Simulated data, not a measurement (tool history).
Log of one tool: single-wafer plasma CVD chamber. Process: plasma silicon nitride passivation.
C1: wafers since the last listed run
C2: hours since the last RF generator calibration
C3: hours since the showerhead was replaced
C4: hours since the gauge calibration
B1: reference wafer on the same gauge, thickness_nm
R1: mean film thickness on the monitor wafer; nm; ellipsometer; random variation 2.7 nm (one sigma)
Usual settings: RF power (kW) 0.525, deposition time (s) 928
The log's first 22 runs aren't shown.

{"run": 23, "hour": 1173.8, "RF power (kW)": 0.595, "deposition time (s)": 928, "C1": 113, "C2": 544.2, "C3": 449.7, "C4": 1040.4, "B1": 1180.634, "R1": 1380.121}
{"hour": 1213.8, "done": "gauge calibrated"}
{"run": 24, "hour": 1236.6, "RF power (kW)": 0.455, "deposition time (s)": 928, "C1": 163, "C2": 607.0, "C3": 512.5, "C4": 22.8, "B1": 1181.14, "R1": 1256.376}
{"run": 25, "hour": 1292.6, "RF power (kW)": 0.585, "deposition time (s)": 928, "C1": 145, "C2": 663.0, "C3": 568.5, "C4": 78.8, "B1": 1180.962, "R1": 1372.793}
{"run": 26, "hour": 1333.2, "RF power (kW)": 0.44, "deposition time (s)": 928, "C1": 105, "C2": 703.6, "C3": 609.1, "C4": 119.4, "B1": 1180.383, "R1": 1231.839}
{"run": 27, "hour": 1389.2, "RF power (kW)": 0.495, "deposition time (s)": 928, "C1": 145, "C2": 759.6, "C3": 665.1, "C4": 175.4, "B1": 1180.529, "R1": 1287.789}
{"run": 28, "hour": 1445.8, "RF power (kW)": 0.525, "deposition time (s)": 928, "C1": 147, "C2": 816.2, "C3": 721.7, "C4": 232.0, "B1": 1180.686, "R1": 1317.155}
{"run": 29, "hour": 1470.5, "RF power (kW)": 0.44, "deposition time (s)": 928, "C1": 64, "C2": 840.9, "C3": 746.4, "C4": 256.7, "B1": 1180.202, "R1": 1239.718}
{"run": 30, "hour": 1517.8, "RF power (kW)": 0.56, "deposition time (s)": 1046, "C1": 123, "C2": 888.2, "C3": 793.7, "C4": 304.0, "B1": 1179.708, "R1": 1510.445}
{"run": 31, "hour": 1564.9, "RF power (kW)": 0.525, "deposition time (s)": 1072, "C1": 122, "C2": 935.3, "C3": 840.8, "C4": 351.1, "B1": 1180.064, "R1": 1518.874}
{"run": 32, "hour": 1622.9, "RF power (kW)": 0.45, "deposition time (s)": 817, "C1": 150, "C2": 993.3, "C3": 898.8, "C4": 409.1, "B1": 1181.441, "R1": 1095.726}
{"run": 33, "hour": 1662.1, "RF power (kW)": 0.525, "deposition time (s)": 1054, "C1": 101, "C2": 1032.5, "C3": 938.0, "C4": 448.3, "B1": 1179.933, "R1": 1498.818}
{"run": 34, "hour": 1722.5, "RF power (kW)": 0.495, "deposition time (s)": 754, "C1": 157, "C2": 1092.9, "C3": 998.4, "C4": 508.7, "B1": 1180.203, "R1": 1045.745}
{"run": 35, "hour": 1750.6, "RF power (kW)": 0.48, "deposition time (s)": 829, "C1": 73, "C2": 1121.0, "C3": 1026.5, "C4": 536.8, "B1": 1180.398, "R1": 1137.379}
{"run": 36, "hour": 1779.6, "RF power (kW)": 0.585, "deposition time (s)": 1059, "C1": 75, "C2": 1150.0, "C3": 1055.5, "C4": 565.8, "B1": 1180.264, "R1": 1553.0}
{"run": 37, "hour": 1828.6, "RF power (kW)": 0.525, "deposition time (s)": 928, "C1": 127, "C2": 1199.0, "C3": 1104.5, "C4": 614.8, "B1": 1179.494, "R1": 1314.438}

Forecast each of these 5 alternatives for the next run:
{"run": "A", "hour": 1829.3, "RF power (kW)": 0.525, "deposition time (s)": 928, "C1": 1, "C2": 1199.7, "C3": 1105.2, "C4": 615.5, "B1": "?", "R1": "?"}
{"run": "B", "hour": 1829.3, "RF power (kW)": 0.565, "deposition time (s)": 1106, "C1": 1, "C2": 1199.7, "C3": 1105.2, "C4": 615.5, "B1": "?", "R1": "?"}
{"run": "C", "hour": 1829.3, "RF power (kW)": 0.475, "deposition time (s)": 975, "C1": 1, "C2": 1199.7, "C3": 1105.2, "C4": 615.5, "B1": "?", "R1": "?"}
{"run": "D", "hour": 1829.3, "RF power (kW)": 0.485, "deposition time (s)": 824, "C1": 1, "C2": 1199.7, "C3": 1105.2, "C4": 615.5, "B1": "?", "R1": "?"}
{"run": "E", "hour": 1829.3, "RF power (kW)": 0.525, "deposition time (s)": 1080, "C1": 1, "C2": 1199.7, "C3": 1105.2, "C4": 615.5, "B1": "?", "R1": "?"}

run=A B1=1180.179 R1=1314.313
run=B B1=1180.179 R1=1607.277
run=C B1=1180.179 R1=1332.516
run=D B1=1180.179 R1=1134.599
run=E B1=1180.179 R1=1529.588
Without the tool's hidden state the same runs would have given:
run=A R1=1341.645
run=B R1=1640.701
run=C R1=1360.226
run=D R1=1158.193
run=E R1=1561.397
